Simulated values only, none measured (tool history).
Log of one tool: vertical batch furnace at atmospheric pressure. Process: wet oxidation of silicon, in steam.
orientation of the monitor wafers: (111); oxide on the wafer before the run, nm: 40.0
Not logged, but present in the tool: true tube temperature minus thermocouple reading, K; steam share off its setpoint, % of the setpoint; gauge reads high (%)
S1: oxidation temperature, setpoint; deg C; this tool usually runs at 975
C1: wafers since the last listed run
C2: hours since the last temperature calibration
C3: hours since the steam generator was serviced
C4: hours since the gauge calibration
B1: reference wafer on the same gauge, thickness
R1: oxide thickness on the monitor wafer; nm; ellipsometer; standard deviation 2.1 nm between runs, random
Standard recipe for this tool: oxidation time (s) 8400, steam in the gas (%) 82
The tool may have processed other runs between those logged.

{"run": 1, "day": 0.0, "S1": 975, "oxidation time (s)": 8400, "steam in the gas (%)": 82, "C1": 0, "C2": 1993.1, "C3": 1645.3, "C4": 197.8, "B1": 712.77, "R1": 704.42}
{"run": 2, "day": 1.079, "S1": 975, "oxidation time (s)": 8400, "steam in the gas (%)": 82, "C1": 337, "C2": 2019.0, "C3": 1671.2, "C4": 223.7, "B1": 713.48, "R1": 703.97}
{"run": 3, "day": 2.767, "S1": 975, "oxidation time (s)": 8400, "steam in the gas (%)": 82, "C1": 528, "C2": 2059.5, "C3": 1711.7, "C4": 264.2, "B1": 712.72, "R1": 703.93}
{"run": 4, "day": 4.542, "S1": 975, "oxidation time (s)": 8400, "steam in the gas (%)": 82, "C1": 555, "C2": 2102.1, "C3": 1754.3, "C4": 306.8, "B1": 712.91, "R1": 703.41}
{"run": 5, "day": 11.538, "S1": 975, "oxidation time (s)": 8400, "steam in the gas (%)": 82, "C1": 2189, "C2": 2270.0, "C3": 1922.2, "C4": 474.7, "B1": 712.77, "R1": 704.6}
{"run": 6, "day": 14.071, "S1": 975, "oxidation time (s)": 8400, "steam in the gas (%)": 82, "C1": 792, "C2": 2330.8, "C3": 1983.0, "C4": 535.5, "B1": 712.28, "R1": 700.16}
{"run": 7, "day": 15.967, "S1": 975, "oxidation time (s)": 8400, "steam in the gas (%)": 87, "C1": 593, "C2": 2376.3, "C3": 2028.5, "C4": 581.0, "B1": 712.98, "R1": 728.99}
{"run": 8, "day": 18.517, "S1": 975, "oxidation time (s)": 8400, "steam in the gas (%)": 87, "C1": 797, "C2": 2437.5, "C3": 2089.7, "C4": 642.2, "B1": 713.7, "R1": 728.73}
{"run": 9, "day": 21.162, "S1": 975, "oxidation time (s)": 8400, "steam in the gas (%)": 82, "C1": 827, "C2": 2501.0, "C3": 2153.2, "C4": 705.7, "B1": 713.12, "R1": 705.93}
{"run": 10, "day": 23.846, "S1": 975, "oxidation time (s)": 8400, "steam in the gas (%)": 82, "C1": 839, "C2": 2565.4, "C3": 2217.6, "C4": 770.1, "B1": 713.06, "R1": 705.63}
{"run": 11, "day": 25.392, "S1": 975, "oxidation time (s)": 8400, "steam in the gas (%)": 82, "C1": 483, "C2": 2602.5, "C3": 2254.7, "C4": 807.2, "B1": 712.06, "R1": 703.17}
{"day": 27.7, "done": "steam generator serviced"}
{"run": 12, "day": 27.721, "S1": 975, "oxidation time (s)": 8400, "steam in the gas (%)": 82, "C1": 415, "C2": 2658.4, "C3": 0.5, "C4": 863.1, "B1": 713.31, "R1": 728.86}
{"run": 13, "day": 28.646, "S1": 975, "oxidation time (s)": 8400, "steam in the gas (%)": 82, "C1": 289, "C2": 2680.6, "C3": 22.7, "C4": 885.3, "B1": 713.37, "R1": 732.84}
{"run": 14, "day": 29.733, "S1": 975, "oxidation time (s)": 8400, "steam in the gas (%)": 82, "C1": 340, "C2": 2706.7, "C3": 48.8, "C4": 911.4, "B1": 712.82, "R1": 730.76}
{"run": 15, "day": 31.104, "S1": 975, "oxidation time (s)": 8400, "steam in the gas (%)": 82, "C1": 428, "C2": 2739.6, "C3": 81.7, "C4": 944.3, "B1": 713.72, "R1": 728.72}
{"run": 16, "day": 33.642, "S1": 975, "oxidation time (s)": 8400, "steam in the gas (%)": 78, "C1": 794, "C2": 2800.5, "C3": 142.6, "C4": 1005.2, "B1": 712.64, "R1": 704.16}
{"run": 17, "day": 36.442, "S1": 975, "oxidation time (s)": 8400, "steam in the gas (%)": 78, "C1": 876, "C2": 2867.7, "C3": 209.8, "C4": 1072.4, "B1": 713.45, "R1": 703.45}
{"run": 18, "day": 38.292, "S1": 984, "oxidation time (s)": 12120, "steam in the gas (%)": 94, "C1": 578, "C2": 2912.1, "C3": 254.2, "C4": 1116.8, "B1": 713.19, "R1": 1015.1}
{"day": 38.483, "done": "gauge calibrated"}
{"run": 19, "day": 40.408, "S1": 960, "oxidation time (s)": 8400, "steam in the gas (%)": 79, "C1": 662, "C2": 2962.9, "C3": 305.0, "C4": 46.2, "B1": 713.33, "R1": 647.82}
{"day": 43.362, "done": "thermocouples replaced and temperature profile calibrated"}
{"run": 20, "day": 43.383, "S1": 988, "oxidation time (s)": 9750, "steam in the gas (%)": 76, "C1": 618, "C2": 0.5, "C3": 376.4, "C4": 117.6, "B1": 712.81, "R1": 802.08}
{"run": 21, "day": 44.912, "S1": 975, "oxidation time (s)": 8400, "steam in the gas (%)": 82, "C1": 478, "C2": 37.2, "C3": 413.1, "C4": 154.3, "B1": 712.24, "R1": 719.33}
{"run": 22, "day": 47.008, "S1": 993, "oxidation time (s)": 4290, "steam in the gas (%)": 71, "C1": 655, "C2": 87.5, "C3": 463.4, "C4": 204.6, "B1": 713.29, "R1": 485.57}
{"run": 23, "day": 49.888, "S1": 991, "oxidation time (s)": 11790, "steam in the gas (%)": 75, "C1": 900, "C2": 156.6, "C3": 532.5, "C4": 273.7, "B1": 712.35, "R1": 899.13}
{"run": 24, "day": 51.838, "S1": 975, "oxidation time (s)": 8400, "steam in the gas (%)": 76, "C1": 610, "C2": 203.4, "C3": 579.3, "C4": 320.5, "B1": 712.98, "R1": 681.19}
{"run": 25, "day": 53.75, "S1": 955, "oxidation time (s)": 8400, "steam in the gas (%)": 82, "C1": 598, "C2": 249.3, "C3": 625.2, "C4": 366.4, "B1": 712.75, "R1": 641.32}
{"run": 26, "day": 56.117, "S1": 975, "oxidation time (s)": 8400, "steam in the gas (%)": 82, "C1": 740, "C2": 306.1, "C3": 682.0, "C4": 423.2, "B1": 712.86, "R1": 713.25}
{"run": 27, "day": 58.825, "S1": 975, "oxidation time (s)": 8400, "steam in the gas (%)": 82, "C1": 847, "C2": 371.1, "C3": 747.0, "C4": 488.2, "B1": 712.44, "R1": 713.15}
{"run": 28, "day": 60.867, "S1": 975, "oxidation time (s)": 8400, "steam in the gas (%)": 82, "C1": 638, "C2": 420.1, "C3": 796.0, "C4": 537.2, "B1": 712.56, "R1": 712.6}
{"run": 29, "day": 62.338, "S1": 992, "oxidation time (s)": 10410, "steam in the gas (%)": 82, "C1": 460, "C2": 455.4, "C3": 831.3, "C4": 572.5, "B1": 713.68, "R1": 878.68}
{"run": 30, "day": 64.075, "S1": 975, "oxidation time (s)": 8400, "steam in the gas (%)": 82, "C1": 543, "C2": 497.1, "C3": 873.0, "C4": 614.2, "B1": 713.19, "R1": 711.72}
{"run": 31, "day": 65.108, "S1": 975, "oxidation time (s)": 8400, "steam in the gas (%)": 82, "C1": 323, "C2": 521.9, "C3": 897.8, "C4": 639.0, "B1": 713.48, "R1": 712.83}
{"run": 32, "day": 66.796, "S1": 988, "oxidation time (s)": 9750, "steam in the gas (%)": 76, "C1": 528, "C2": 562.4, "C3": 938.3, "C4": 679.5, "B1": 712.34, "R1": 793.55}
{"run": 33, "day": 68.975, "S1": 975, "oxidation time (s)": 11280, "steam in the gas (%)": 90, "C1": 681, "C2": 614.7, "C3": 990.6, "C4": 731.8, "B1": 712.71, "R1": 893.62}
{"run": 34, "day": 70.338, "S1": 975, "oxidation time (s)": 10590, "steam in the gas (%)": 82, "C1": 426, "C2": 647.4, "C3": 1023.3, "C4": 764.5, "B1": 713.09, "R1": 816.91}
{"run": 35, "day": 76.304, "S1": 975, "oxidation time (s)": 8400, "steam in the gas (%)": 82, "C1": 1867, "C2": 790.6, "C3": 1166.5, "C4": 907.7, "B1": 712.54, "R1": 705.62}
{"run": 36, "day": 78.133, "S1": 1000, "oxidation time (s)": 5910, "steam in the gas (%)": 91, "C1": 572, "C2": 834.5, "C3": 1210.4, "C4": 951.6, "B1": 712.74, "R1": 695.22}
{"run": 37, "day": 80.196, "S1": 975, "oxidation time (s)": 8400, "steam in the gas (%)": 91, "C1": 645, "C2": 884.0, "C3": 1259.9, "C4": 1001.1, "B1": 713.93, "R1": 753.37}
{"run": 38, "day": 82.142, "S1": 975, "oxidation time (s)": 8400, "steam in the gas (%)": 82, "C1": 608, "C2": 930.7, "C3": 1306.6, "C4": 1047.8, "B1": 712.87, "R1": 711.0}

Measured minus without-hidden-state, run by run (identical run-to-run variation in each term; gauge scatter may differ):
run=1 R1=-28.24
run=2 R1=-28.33
run=3 R1=-28.48
run=4 R1=-28.62
run=5 R1=-29.20
run=6 R1=-29.19
run=7 R1=-30.40
run=8 R1=-30.53
run=9 R1=-29.82
run=10 R1=-29.93
run=11 R1=-29.90
run=12 R1=-1.84
run=13 R1=-2.68
run=14 R1=-3.64
run=15 R1=-4.78
run=16 R1=-6.60
run=17 R1=-8.58
run=18 R1=-13.54
run=19 R1=-10.52
run=20 R1=-14.24
run=21 R1=-13.93
run=22 R1=-10.28
run=23 R1=-19.71
run=24 R1=-16.41
run=25 R1=-16.67
run=26 R1=-18.81
run=27 R1=-19.77
run=28 R1=-20.43
run=29 R1=-24.79
run=30 R1=-21.38
run=31 R1=-21.70
run=32 R1=-24.06
run=33 R1=-27.84
run=34 R1=-26.05
run=35 R1=-24.06
run=36 R1=-23.41
run=37 R1=-26.28
run=38 R1=-25.27

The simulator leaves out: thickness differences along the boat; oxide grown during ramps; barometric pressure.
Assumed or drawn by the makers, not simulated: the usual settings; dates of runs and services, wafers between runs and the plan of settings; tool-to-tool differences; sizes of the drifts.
